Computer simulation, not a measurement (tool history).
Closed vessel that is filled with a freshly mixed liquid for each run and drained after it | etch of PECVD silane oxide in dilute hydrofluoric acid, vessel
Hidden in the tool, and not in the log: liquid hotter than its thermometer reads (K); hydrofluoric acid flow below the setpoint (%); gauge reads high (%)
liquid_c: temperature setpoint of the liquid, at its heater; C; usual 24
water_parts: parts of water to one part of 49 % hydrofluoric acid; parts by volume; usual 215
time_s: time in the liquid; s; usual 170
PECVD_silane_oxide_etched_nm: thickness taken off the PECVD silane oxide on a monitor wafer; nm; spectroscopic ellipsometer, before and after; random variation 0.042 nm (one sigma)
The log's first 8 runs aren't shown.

run    hour  liquid_c  water_parts  time_s  wafers since the last listed run  hours since the thermometer was replaced  hours since the hydrofluoric acid flow meter was replaced  hours since the gauge calibration  read-back film thickness of the PECVD silane oxide reference wafer, read on the same gauge (nm)  PECVD_silane_oxide_etched_nm
  9   770.6        24          215     170                              4297                                    2113.1                                                      136.5                             1837.9                                                                                            80.03                         11.66
 10   841.8        24          215     170                              4186                                    2184.3                                                      207.7                             1909.1                                                                                            79.95                         11.65
 11   908.8        22          155     170                              3939                                    2251.3                                                      274.7                             1976.1                                                                                            80.04                         15.97
 12    1189        22          155     170                             16474                                    2531.5                                                      554.9                             2256.3                                                                                               80                         15.94
 13    1254        24          215     170                              3821                                    2596.5                                                      619.9                             2321.3                                                                                            80.01                         11.65
       1297  -- gauge calibrated
       1303  -- hydrofluoric acid flow meter replaced
 14  1324.1        28          215     170                              4062                                    2666.6                                                       21.1                               27.1                                                                                               80                         13.38
     1341.4  -- thermometer replaced
 15  1412.6        24          215     170                              5144                                      71.2                                                      109.6                              115.6                                                                                            80.03                         11.72
 16  1481.6        24          175     170                              4056                                     140.2                                                      178.6                              184.6                                                                                               80                         14.98
 17    1584        29          150     135                              6020                                     242.6                                                        281                                287                                                                                            79.98                         17.21
 18  1642.3        27          185     110                              3427                                     300.9                                                      339.3                              345.3                                                                                            80.05                         10.08
 19  1715.5      19.5          215     200                              4303                                     374.1                                                      412.5                              418.5                                                                                            79.98                         11.55
 20  1793.4        24          285     265                              4580                                       452                                                      490.4                              496.4                                                                                            79.98                         12.71
 21    1849        24          145     170                              3268                                     507.6                                                        546                                552                                                                                            79.99                         18.48
 22  1903.7        24          215     170                              3216                                     562.3                                                      600.7                              606.7                                                                                            80.02                         11.68
     1937.8  -- hydrofluoric acid flow meter replaced
 23  1971.9        24          215     170                              3950                                     630.5                                                       34.1                              674.9                                                                                            79.93                         11.54
 24  2113.2        24          245     170                              8307                                     771.8                                                      175.4                              816.2                                                                                            79.98                           9.9
 25  2183.4        24          275      85                              4127                                       842                                                      245.6                              886.4                                                                                            80.02                          4.27
 26  2233.4      28.5          130     260                              2939                                       892                                                      295.6                              936.4                                                                                            79.97                         38.32
 27  2290.2        24          215     170                              3339                                     948.8                                                      352.4                              993.2                                                                                            79.99                         11.61
 28  2385.6      25.5          215     105                              5608                                    1044.2                                                      447.8                             1088.6                                                                                            79.97                          7.56
 29  2463.1        24          215     170                              4556                                    1121.7                                                      525.3                             1166.1                                                                                               80                         11.72
 30  2512.1      27.5          215      80                              2880                                    1170.7                                                      574.3                             1215.1                                                                                            80.03                          6.26

5 ways to go on from here, each from the tool as it stands after run 30. What would each give?
  A  2512.8        24          215     170                                41                                    1171.4                                                        575                             1215.8                                                                                                ?                             ?
  B  2512.8      20.5          215     115                                41                                    1171.4                                                        575                             1215.8                                                                                                ?                             ?
  C  2512.8      19.5          215     225                                41                                    1171.4                                                        575                             1215.8                                                                                                ?                             ?
  D  2512.8        20          250      70                                41                                    1171.4                                                        575                             1215.8                                                                                                ?                             ?
  E  2512.8        24          255     105                                41                                    1171.4                                                        575                             1215.8                                                                                                ?                             ?

run  read-back film thickness of the PECVD silane oxide reference wafer, read on the same gauge (nm)  PECVD_silane_oxide_etched_nm
  A                                                                                               80                         11.65
  B                                                                                               80                          6.92
  C                                                                                               80                         13.02
  D                                                                                               80                          3.44
  E                                                                                               80                          5.82
Without the tool's hidden state the same runs would have given:
run  PECVD_silane_oxide_etched_nm
  A                         11.65
  B                          6.92
  C                         13.02
  D                          3.44
  E                          5.82

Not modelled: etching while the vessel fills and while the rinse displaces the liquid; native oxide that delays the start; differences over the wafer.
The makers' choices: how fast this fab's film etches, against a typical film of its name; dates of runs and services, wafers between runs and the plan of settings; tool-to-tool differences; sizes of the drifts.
